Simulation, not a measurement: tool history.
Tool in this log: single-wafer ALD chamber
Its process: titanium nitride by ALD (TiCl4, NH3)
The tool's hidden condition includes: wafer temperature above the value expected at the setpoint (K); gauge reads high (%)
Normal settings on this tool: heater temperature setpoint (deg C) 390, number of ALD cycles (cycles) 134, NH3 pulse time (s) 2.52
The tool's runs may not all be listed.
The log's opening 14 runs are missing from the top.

run    hour  heater temperature setpoint (deg C)  number of ALD cycles (cycles)  NH3 pulse time (s)  wafers since the last listed run  hours since the last thermocouple change  hours since the showerhead was replaced  hours since the gauge calibration  read-back reference wafer on the same gauge, thickness_nm  mean film thickness on the monitor wafer (Å)
 15  1134.4                                  390                            134                2.86                                90                                     586.4                                     6187                             2901.7                                                      3.512                                         29.49
     1161.2  -- showerhead replaced
 16    1235                                  383                            151                1.78                               103                                       687                                     73.8                             3002.3                                                      3.508                                         32.58
 17  1278.9                                  385                            134                1.97                                49                                     730.9                                    117.7                             3046.2                                                      3.511                                         28.93
     1341.9  -- gauge calibrated
 18    1343                                  403                            134                2.52                                71                                       795                                    181.8                                1.1                                                      3.511                                         29.66
 19  1512.7                                  390                            134                2.52                               189                                     964.7                                    351.5                              170.8                                                      3.511                                         29.43
 20  1578.9                                  390                            134                2.52                                74                                    1030.9                                    417.7                                237                                                      3.513                                         29.48
 21  1641.4                                  405                            141                2.52                                69                                    1093.4                                    480.2                              299.5                                                      3.508                                         31.14
 22  1712.8                                  395                            142                1.67                                79                                    1164.8                                    551.6                              370.9                                                       3.51                                         30.69
 23    1790                                  395                            161                2.52                                86                                      1242                                    628.8                              448.1                                                      3.508                                         35.59
     1838.2  -- thermocouple changed; heater temperature recalibrated
 24    1994                                  384                            155                3.37                               219                                     155.8                                    832.8                              652.1                                                       3.51                                          34.3
 25  2101.7                                  396                            134                1.69                               120                                     263.5                                    940.5                              759.8                                                      3.505                                         29.02
 26  2203.1                                  390                            134                1.85                               113                                     364.9                                   1041.9                              861.2                                                      3.511                                         29.03
 27  2300.1                                  404                            134                2.52                               108                                     461.9                                   1138.9                              958.2                                                      3.511                                         29.85
 28  2407.6                                  390                            134                2.52                               120                                     569.4                                   1246.4                             1065.7                                                      3.514                                         29.46
 29  2449.8                                  390                            158                2.52                                47                                     611.6                                   1288.6                             1107.9                                                      3.515                                         34.73
 30  2516.5                                  390                            134                2.52                                74                                     678.3                                   1355.3                             1174.6                                                      3.507                                         29.42
 31  2553.2                                  390                            134                2.52                                41                                       715                                     1392                             1211.3                                                      3.507                                         29.55
 32  2657.2                                  390                            134                3.17                               116                                       819                                     1496                             1315.3                                                      3.514                                         29.85
 33  2964.4                                  379                            145                3.37                               343                                    1126.2                                   1803.2                             1622.5                                                      3.506                                         32.25
 34  3058.5                                  390                            134                2.52                               105                                    1220.3                                   1897.3                             1716.6                                                      3.512                                         29.49
 35  3107.8                                  385                            119                3.21                                55                                    1269.6                                   1946.6                             1765.9                                                      3.511                                         26.35
 36    3164                                  390                            134                2.52                                62                                    1325.8                                   2002.8                             1822.1                                                      3.509                                          29.5
 37  3266.9                                  390                            145                3.34                               115                                    1428.7                                   2105.7                               1925                                                      3.507                                         32.38
     3281.1  -- thermocouple changed; heater temperature recalibrated
 38  3354.4                                  400                            109                3.34                                88                                      73.3                                   2193.2                             2012.5                                                      3.508                                         24.38

Alternative continuations, all from the tool just after run 38; predict every row:
  A  3355.1                                  390                            134                3.05                                 0                                        74                                   2193.9                             2013.2                                                          ?                                             ?
  B  3355.1                                  390                            134                 2.9                                 0                                        74                                   2193.9                             2013.2                                                          ?                                             ?
  C  3355.1                                  377                            134                2.52                                 0                                        74                                   2193.9                             2013.2                                                          ?                                             ?
  D  3355.1                                  397                            145                1.74                                 0                                        74                                   2193.9                             2013.2                                                          ?                                             ?
  E  3355.1                                  390                            146                1.81                                 0                                        74                                   2193.9                             2013.2                                                          ?                                             ?

run  read-back reference wafer on the same gauge, thickness_nm  mean film thickness on the monitor wafer (Å)
  A                                                      3.511                                         29.67
  B                                                      3.511                                         29.61
  C                                                      3.511                                          29.2
  D                                                      3.511                                         31.48
  E                                                      3.511                                         31.57
Had the tool no hidden state, the same runs would have come out as:
run  mean film thickness on the monitor wafer (Å)
  A                                         29.67
  B                                         29.61
  C                                          29.2
  D                                         31.48
  E                                         31.57
